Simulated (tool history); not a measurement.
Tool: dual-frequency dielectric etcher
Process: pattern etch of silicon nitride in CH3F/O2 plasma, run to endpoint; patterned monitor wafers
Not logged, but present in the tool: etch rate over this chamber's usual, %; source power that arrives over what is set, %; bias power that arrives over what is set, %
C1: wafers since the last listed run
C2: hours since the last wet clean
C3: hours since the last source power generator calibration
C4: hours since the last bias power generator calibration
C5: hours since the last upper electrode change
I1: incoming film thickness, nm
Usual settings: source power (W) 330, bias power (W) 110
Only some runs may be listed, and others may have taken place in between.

run 1 hour=0 | source_power_(W)=330 bias_power_(W)=110 | C1=0 C2=230.1 C3=2949.7 C4=1630.5 C5=2438.9 | I1=75 | endpoint_time_(s)=78.9
run 2 hour=107 | source_power_(W)=330 bias_power_(W)=110 | C1=681 C2=337.1 C3=3056.7 C4=1737.5 C5=2545.9 | I1=75.8 | endpoint_time_(s)=80.4
-- hour=161.1 wet clean of the chamber
run 3 hour=196.6 | source_power_(W)=370 bias_power_(W)=116 | C1=417 C2=35.5 C3=3146.3 C4=1827.1 C5=2635.5 | I1=75.6 | endpoint_time_(s)=73.8
run 4 hour=259.7 | source_power_(W)=370 bias_power_(W)=116 | C1=402 C2=98.6 C3=3209.4 C4=1890.2 C5=2698.6 | I1=75.3 | endpoint_time_(s)=74
run 5 hour=340.3 | source_power_(W)=370 bias_power_(W)=116 | C1=513 C2=179.2 C3=3290 C4=1970.8 C5=2779.2 | I1=75.1 | endpoint_time_(s)=74.2
run 6 hour=440.2 | source_power_(W)=330 bias_power_(W)=110 | C1=636 C2=279.1 C3=3389.9 C4=2070.7 C5=2879.1 | I1=75.2 | endpoint_time_(s)=80
-- hour=513.2 upper electrode replaced
run 7 hour=513.7 | source_power_(W)=330 bias_power_(W)=110 | C1=315 C2=352.6 C3=3463.4 C4=2144.2 C5=0.5 | I1=74.9 | endpoint_time_(s)=81.5
-- hour=556.4 wet clean of the chamber
run 8 hour=556.9 | source_power_(W)=330 bias_power_(W)=110 | C1=122 C2=0.5 C3=3506.6 C4=2187.4 C5=43.7 | I1=76 | endpoint_time_(s)=77.7
run 9 hour=648.1 | source_power_(W)=330 bias_power_(W)=110 | C1=581 C2=91.7 C3=3597.8 C4=2278.6 C5=134.9 | I1=75.4 | endpoint_time_(s)=79
-- hour=728.8 source power generator calibrated
run 10 hour=751.7 | source_power_(W)=350 bias_power_(W)=110 | C1=634 C2=195.3 C3=22.9 C4=2382.2 C5=238.5 | I1=75.2 | endpoint_time_(s)=77.4
run 11 hour=798.8 | source_power_(W)=370 bias_power_(W)=128 | C1=300 C2=242.4 C3=70 C4=2429.3 C5=285.6 | I1=75.3 | endpoint_time_(s)=73.7
run 12 hour=881.2 | source_power_(W)=330 bias_power_(W)=110 | C1=525 C2=324.8 C3=152.4 C4=2511.7 C5=368 | I1=75.4 | endpoint_time_(s)=80.5
-- hour=915.8 wet clean of the chamber
run 13 hour=926.8 | source_power_(W)=270 bias_power_(W)=123 | C1=137 C2=11 C3=198 C4=2557.3 C5=413.6 | I1=75.5 | endpoint_time_(s)=82.1
-- hour=948 bias power generator calibrated
run 14 hour=1010.4 | source_power_(W)=270 bias_power_(W)=98 | C1=507 C2=94.6 C3=281.6 C4=62.4 C5=497.2 | I1=75.5 | endpoint_time_(s)=87.7
run 15 hour=1055.1 | source_power_(W)=350 bias_power_(W)=121 | C1=284 C2=139.3 C3=326.3 C4=107.1 C5=541.9 | I1=75.5 | endpoint_time_(s)=75.5
run 16 hour=1109.4 | source_power_(W)=370 bias_power_(W)=116 | C1=345 C2=193.6 C3=380.6 C4=161.4 C5=596.2 | I1=76.4 | endpoint_time_(s)=76.1
run 17 hour=1158.7 | source_power_(W)=400 bias_power_(W)=110 | C1=314 C2=242.9 C3=429.9 C4=210.7 C5=645.5 | I1=75.4 | endpoint_time_(s)=74.3
-- hour=1235.4 wet clean of the chamber
run 18 hour=1421.8 | source_power_(W)=330 bias_power_(W)=110 | C1=1523 C2=186.4 C3=693 C4=473.8 C5=908.6 | I1=75 | endpoint_time_(s)=78.4

Across each entry between runs, compare the hidden state at the last listed run before it with the hidden state at the first listed run after it:
Logged between run 2 and run 3: wet clean of the chamber (hour 161.1)
  etch rate over this chamber's usual, %: -3.74 -> -0.599
  difference, measured minus the result without the unlogged condition, endpoint time (s): +3 -> +0.5
Logged between run 6 and run 7: upper electrode replaced (hour 513.2)
  etch rate over this chamber's usual, %: -3.77 -> -4.73
  difference, measured minus the result without the unlogged condition, endpoint time (s): +3 -> +3.9
Logged between run 7 and run 8: wet clean of the chamber (hour 556.4)
  etch rate over this chamber's usual, %: -4.73 -> -0.000445
  difference, measured minus the result without the unlogged condition, endpoint time (s): +3.9 -> +0
Logged between run 9 and run 10: source power generator calibrated (hour 728.8)
  etch rate over this chamber's usual, %: -1.19 -> -2.54
  difference, measured minus the result without the unlogged condition, endpoint time (s): +0.9 -> +2
Logged between run 12 and run 13: wet clean of the chamber (hour 915.8)
  etch rate over this chamber's usual, %: -4.23 -> -0.29
  difference, measured minus the result without the unlogged condition, endpoint time (s): +3.4 -> +0.2
Logged between run 13 and run 14: bias power generator calibrated (hour 948)
  etch rate over this chamber's usual, %: -0.29 -> -1.38
  difference, measured minus the result without the unlogged condition, endpoint time (s): +0.2 -> +1.2
Logged between run 17 and run 18: wet clean of the chamber (hour 1235.4)
  etch rate over this chamber's usual, %: -3.31 -> -2.26
  difference, measured minus the result without the unlogged condition, endpoint time (s): +2.5 -> +1.8
